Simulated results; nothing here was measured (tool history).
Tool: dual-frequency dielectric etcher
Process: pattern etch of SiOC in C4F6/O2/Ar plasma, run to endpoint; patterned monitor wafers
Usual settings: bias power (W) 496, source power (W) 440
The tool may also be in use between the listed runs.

run      day  bias power (W)  source power (W)  wafers since the last listed run  hours since the last wet clean  hours since the last bias power generator calibration  hours since the last source power generator calibration  hours since the last upper electrode change  incoming incoming film thickness, nm  endpoint time (s)
  1    0.000             581               440                                 0                           537.5                                                 2359.7                                                    513.0                                       3434.0                                 25.31                7.0
  2    2.296             496               440                               477                           592.6                                                 2414.8                                                    568.1                                       3489.1                                 25.72                7.9
  3    5.767             496               440                               722                           675.9                                                 2498.1                                                    651.4                                       3572.4                                 25.59                7.8
       8.612  -- wet clean of the chamber
  4   10.233             496               440                               721                            38.9                                                 2605.3                                                    758.6                                       3679.6                                 25.49                7.6
  5   12.954             496               440                               566                           104.2                                                 2670.6                                                    823.9                                       3744.9                                 26.03                7.9
      15.188  -- bias power generator calibrated
  6   17.438             555               490                               898                           211.8                                                   54.0                                                    931.5                                       3852.5                                 25.77                7.0
  7   19.200             496               440                               366                           254.1                                                   96.3                                                    973.8                                       3894.8                                 25.55                7.8
  8   23.471             469               440                               889                           356.6                                                  198.8                                                   1076.3                                       3997.3                                 25.76                8.0
  9   36.871             496               440                              2789                           678.2                                                  520.4                                                   1397.9                                       4318.9                                 25.68                7.7
      38.179  -- wet clean of the chamber
 10   40.662             496               440                               581                            59.6                                                  611.4                                                   1488.9                                       4409.9                                 25.57                7.8
 11   43.058             496               490                               498                           117.1                                                  668.9                                                   1546.4                                       4467.4                                 25.52                7.2
 12   55.525             540               400                              2595                           416.3                                                  968.1                                                   1845.6                                       4766.6                                 25.70                7.7
 13   58.400             451               440                               598                           485.3                                                 1037.1                                                   1914.6                                       4835.6                                 25.49                8.0
 14   61.862             496               440                               720                           568.4                                                 1120.2                                                   1997.7                                       4918.7                                 25.66                7.7
 15   66.204             496               340                               903                           672.6                                                 1224.4                                                   2101.9                                       5022.9                                 25.70                8.9
 16   70.338             606               470                               860                           771.8                                                 1323.6                                                   2201.1                                       5122.1                                 25.83                6.8
      73.162  -- upper electrode replaced
 17   73.342             437               480                               417                           843.9                                                 1395.7                                                   2273.2                                          4.3                                 25.36                7.6
      74.733  -- wet clean of the chamber
 18   77.442             496               440                               645                            65.0                                                 1494.1                                                   2371.6                                        102.7                                 25.48                7.5
 19   79.512             551               390                               431                           114.7                                                 1543.8                                                   2421.3                                        152.4                                 25.41                7.7
 20   82.821             601               480                               688                           194.1                                                 1623.2                                                   2500.7                                        231.8                                 25.56                6.7
 21   85.142             537               490                               483                           249.8                                                 1678.9                                                   2556.4                                        287.5                                 25.53                6.9
      85.629  -- source power generator calibrated
 22   89.008             496               440                               770                           342.6                                                 1771.7                                                     81.1                                        380.3                                 25.51                7.8
 23   91.412             421               350                               500                           400.3                                                 1829.4                                                    138.8                                        438.0                                 25.68                9.7
 24   93.054             496               440                               341                           439.7                                                 1868.8                                                    178.2                                        477.4                                 25.65                7.9
 25   96.304             590               370                               676                           517.7                                                 1946.8                                                    256.2                                        555.4                                 25.71                7.9
 26   99.058             454               490                               573                           583.8                                                 2012.9                                                    322.3                                        621.5                                 25.59                7.6
 27  103.246             600               490                               871                           684.3                                                 2113.4                                                    422.8                                        722.0                                 25.87                6.9
 28  106.012             578               490                               575                           750.7                                                 2179.8                                                    489.2                                        788.4                                 25.60                6.9
     108.596  -- wet clean of the chamber
 29  108.617             566               350                               333                             0.5                                                 2242.3                                                    551.7                                        850.9                                 25.58                8.3
 30  110.212             401               530                               332                            38.8                                                 2280.6                                                    590.0                                        889.2                                 25.55                7.8
 31  111.775             496               440                               325                            76.3                                                 2318.1                                                    627.5                                        926.7                                 25.73                7.9
 32  113.392             556               510                               336                           115.1                                                 2356.9                                                    666.3                                        965.5                                 25.70                6.8
 33  117.658             578               490                               888                           217.5                                                 2459.3                                                    768.7                                       1067.9                                 25.54                6.8
 34  119.600             582               510                               404                           264.1                                                 2505.9                                                    815.3                                       1114.5                                 25.51                6.7

How the hidden state differs across the entries between the runs, from the last listed run before each to the first after it:
Between runs 3 and 4: wet clean of the chamber (day 8.612)
  source power that arrives over what is set, %: 0.356 -> 0.439
Between runs 5 and 6: bias power generator calibrated (day 15.188)
  source power that arrives over what is set, %: 0.496 -> 0.599
Between runs 9 and 10: wet clean of the chamber (day 38.179)
  source power that arrives over what is set, %: 1.2 -> 1.34
Between runs 16 and 17: upper electrode replaced (day 73.162)
  source power that arrives over what is set, %: 2.78 -> 2.96
Between runs 17 and 18: wet clean of the chamber (day 74.733)
  source power that arrives over what is set, %: 2.96 -> 3.21
Between runs 21 and 22: source power generator calibrated (day 85.629)
  source power that arrives over what is set, %: 3.71 -> -0.71
Between runs 28 and 29: wet clean of the chamber (day 108.596)
  source power that arrives over what is set, %: -0.582 -> -0.546
